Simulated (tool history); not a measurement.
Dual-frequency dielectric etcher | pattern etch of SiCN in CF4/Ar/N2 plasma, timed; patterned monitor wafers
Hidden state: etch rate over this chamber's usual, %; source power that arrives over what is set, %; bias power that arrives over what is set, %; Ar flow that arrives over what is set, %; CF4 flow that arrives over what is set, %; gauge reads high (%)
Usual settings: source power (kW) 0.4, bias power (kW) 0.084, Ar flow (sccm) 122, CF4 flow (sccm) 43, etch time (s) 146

run   hour  source power (kW)  bias power (kW)  Ar flow (sccm)  CF4 flow (sccm)  etch time (s)  wafers since the last listed run  hours since the last wet clean  hours since the last source power generator calibration  hours since the last bias power generator calibration  hours since the last Ar flow controller change  hours since the last CF4 flow controller change  hours since the last upper electrode change  hours since the gauge calibration  read-back reference wafer on the same gauge, depth_nm  mean etch depth across the wafer (angstrom)
  1      0                0.4            0.084             122               39            146                                 0                           297.9                                                   4517.6                                                 2796.9                                          3328.2                                           5840.6                                       3034.1                               80.3                                                  112.8                                          986
  2     32                0.4            0.084             122               39            146                               182                           329.9                                                   4549.6                                                 2828.9                                          3360.2                                           5872.6                                       3066.1                              112.3                                                  113.2                                          982
  3   58.5                0.4            0.084             122               43            146                               151                           356.4                                                   4576.1                                                 2855.4                                          3386.7                                           5899.1                                       3092.6                              138.8                                                  113.1                                         1007
  4   81.2                0.4            0.084             122               43            146                               129                           379.1                                                   4598.8                                                 2878.1                                          3409.4                                           5921.8                                       3115.3                              161.5                                                  113.1                                         1005
  5    114                0.4            0.084             122               43            146                               186                           411.9                                                   4631.6                                                 2910.9                                          3442.2                                           5954.6                                       3148.1                              194.3                                                  113.1                                         1009
  6  143.1                0.4            0.084             122               43            146                               165                             441                                                   4660.7                                                   2940                                          3471.3                                           5983.7                                       3177.2                              223.4                                                  113.1                                         1010
  7  160.8                0.4            0.084             122               43            146                               100                           458.7                                                   4678.4                                                 2957.7                                            3489                                           6001.4                                       3194.9                              241.1                                                    113                                         1014
     177.5  -- CF4 flow controller replaced
  8  180.2               0.43            0.084             122               43          117.5                                76                           478.1                                                   4697.8                                                 2977.1                                          3508.4                                              2.7                                       3214.3                              260.5                                                    113                                          855
     188.4  -- Ar flow controller replaced
     214.5  -- upper electrode replaced
     218.9  -- wet clean of the chamber
     234.6  -- gauge calibrated
  9  262.4                0.4            0.084             122               39            146                               272                            43.5                                                     4780                                                 3059.3                                              74                                             84.9                                         47.9                               27.8                                                    113                                          988
 10  295.8                0.4            0.084             137               43            146                               190                            76.9                                                   4813.4                                                 3092.7                                           107.4                                            118.3                                         81.3                               61.2                                                  113.1                                          986
     302.8  -- bias power generator calibrated
 11  310.4               0.34            0.098             106               43          108.5                                60                            91.5                                                     4828                                                    7.6                                             122                                            132.9                                         95.9                               75.8                                                  113.1                                          759
     328.9  -- source power generator calibrated
 12  329.9               0.31            0.084             122               49            129                                88                             111                                                        1                                                   27.1                                           141.5                                            152.4                                        115.4                               95.3                                                  113.1                                          779
 13  362.3                0.4            0.105             122               43            146                               184                           143.4                                                     33.4                                                   59.5                                           173.9                                            184.8                                        147.8                              127.7                                                  112.9                                         1165
 14  389.1               0.36            0.084             104               51            146                               152                           170.2                                                     60.2                                                   86.3                                           200.7                                            211.6                                        174.6                              154.5                                                  112.8                                         1004
 15  412.6                0.4            0.084             122               49            146                               133                           193.7                                                     83.7                                                  109.8                                           224.2                                            235.1                                        198.1                                178                                                    113                                         1048

Forecast each of these 3 alternatives for the next run:
  A  413.1                0.4            0.084             122               37            146                                 2                           194.2                                                     84.2                                                  110.3                                           224.7                                            235.6                                        198.6                              178.5                                                      ?                                            ?
  B  413.1               0.48            0.084             138               43            146                                 2                           194.2                                                     84.2                                                  110.3                                           224.7                                            235.6                                        198.6                              178.5                                                      ?                                            ?
  C  413.1                0.4            0.078             122               43            146                                 2                           194.2                                                     84.2                                                  110.3                                           224.7                                            235.6                                        198.6                              178.5                                                      ?                                            ?

run  read-back reference wafer on the same gauge, depth_nm  mean etch depth across the wafer (angstrom)
  A                                                    113                                          977
  B                                                    113                                         1131
  C                                                    113                                          968
Without the tool's hidden state the same runs would have given:
run  mean etch depth across the wafer (angstrom)
  A                                          977
  B                                         1131
  C                                          968

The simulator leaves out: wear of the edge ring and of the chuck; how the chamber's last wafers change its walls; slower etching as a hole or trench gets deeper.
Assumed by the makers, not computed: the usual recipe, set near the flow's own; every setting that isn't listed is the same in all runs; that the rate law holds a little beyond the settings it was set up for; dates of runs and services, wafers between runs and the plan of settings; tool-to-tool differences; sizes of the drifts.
